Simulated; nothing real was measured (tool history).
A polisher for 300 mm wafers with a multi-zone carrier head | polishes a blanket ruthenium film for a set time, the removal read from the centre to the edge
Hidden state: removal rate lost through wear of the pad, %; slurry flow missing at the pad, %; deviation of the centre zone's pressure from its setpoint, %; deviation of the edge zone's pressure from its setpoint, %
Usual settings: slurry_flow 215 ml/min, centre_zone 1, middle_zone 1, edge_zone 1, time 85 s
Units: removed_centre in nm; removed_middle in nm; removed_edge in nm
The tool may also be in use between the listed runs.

run	day	slurry_flow	centre_zone	middle_zone	edge_zone	time	wafers since the last listed run	wafers polished on this pad	hours since the slurry nozzle was cleaned	hours since the centre zone pressure was calibrated	hours since the edge zone pressure was calibrated	hours since the carrier head's membrane was replaced	incoming thickness of the incoming film, nm	removed_centre	removed_middle	removed_edge
1	0	245	1	1	1	85	0	534	81	1462.6	1326.1	1484.9	582.6	110.5	108.2	110
2	0.9	200	1	1.04	1	85	166	700	102.6	1484.2	1347.7	1506.5	580.9	106	108.1	106.4
3	1.175	200	1	1.04	1	85	50	751	109.2	1490.8	1354.3	1513.1	573.3	104.6	107.3	106.3
4	1.571	200	1	1.04	1	85	73	824	118.7	1500.3	1363.8	1522.6	582	105.8	107.3	105
5	1.925	215	1	1	1	85	65	890	127.2	1508.8	1372.3	1531.1	586.3	104.9	106.8	106.9
# day 2.342: worn pad replaced by a new one
6	2.488	215	1	1	1	85	73	26	140.7	1522.3	1385.8	1544.6	588	111.8	110	110.6
7	3.162	215	1	1	1	85	124	151	156.9	1538.5	1402	1560.8	576	106.8	107	108.9
8	3.604	185	0.91	0.96	1	85	81	233	167.5	1549.1	1412.6	1571.4	576	97.7	100	106.2
# day 3.812: carrier head's membrane replaced by a new one
9	4.092	215	1.07	1	1.09	100	51	284	179.2	1560.8	1424.3	6.7	584.6	129	120.2	129.7
# day 4.554: centre zone pressure recalibrated
10	4.683	215	1	1	1	104	93	378	193.4	3.1	1438.5	20.9	577.2	127.9	125.1	130.2
# day 4.912: edge zone pressure recalibrated
11	4.946	215	1	1	1	85	33	411	199.7	9.4	0.8	27.2	580.1	102.8	102	104.6
12	5.429	175	1	0.92	1	85	89	501	211.3	21	12.4	38.8	579.8	97	90.2	100.9
# day 5.6: slurry nozzle cleaned
13	5.958	215	1	1	1	85	90	591	8.6	33.7	25.1	51.5	592.6	106.9	106.7	109.1
14	6.588	185	1	0.88	1.06	60	116	707	23.7	48.8	40.2	66.6	583.8	73.1	64.4	77.5
# day 7.129: worn pad replaced by a new one
15	7.15	175	1	0.97	1.06	85	73	3	37.2	62.3	53.7	80.1	581.8	107.4	103.2	113.9
16	7.288	215	1	0.93	1	85	25	29	40.5	65.6	57	83.4	586	113.6	103.7	112.2
17	7.929	215	1	1	1	85	118	147	55.9	81	72.4	98.8	583.4	110.6	109	111.4
18	8.679	150	1	1	1	113	138	286	73.9	99	90.4	116.8	577.4	132.3	131.6	138.3
19	9.333	215	1	1	1	85	120	407	89.6	114.7	106.1	132.5	579.8	106.6	107.6	107.6
20	10.008	235	1.05	1	1.11	55	124	531	105.8	130.9	122.3	148.7	590.8	72.8	67.9	72.5
# day 11.55: worn pad replaced by a new one
21	11.754	215	1	0.95	1	85	291	37	147.7	172.8	164.2	190.6	587.4	108.6	103.2	111
22	12.479	215	1	1	1	61	133	171	165.1	190.2	181.6	208	576.3	75.9	75.6	77.6
23	13.092	215	1	1	1	85	113	284	179.8	204.9	196.3	222.7	585	104.3	103.1	105.3

The tool's hidden state at each run:
deviation of the centre zone's pressure from its setpoint, %: 0 in every run
deviation of the edge zone's pressure from its setpoint, %: 0 in every run
H1: removal rate lost through wear of the pad, %
H2: slurry flow missing at the pad, %
run	H1	H2
1	4.79	7.23
2	5.22	9.43
3	5.31	10.2
4	5.42	11.4
5	5.5	12.6
6	0.669	14.6
7	2.35	17.2
8	3.14	19.1
9	3.8	21.4
10	4.4	24.3
11	4.6	25.7
12	4.9	28.3
13	5.15	6.89
14	5.36	7.16
15	0.365	7.61
16	0.792	7.76
17	2.39	8.58
18	3.64	9.87
19	4.36	11.3
20	4.87	13
21	0.989	18.9
22	2.71	21.9
23	3.69	24.7

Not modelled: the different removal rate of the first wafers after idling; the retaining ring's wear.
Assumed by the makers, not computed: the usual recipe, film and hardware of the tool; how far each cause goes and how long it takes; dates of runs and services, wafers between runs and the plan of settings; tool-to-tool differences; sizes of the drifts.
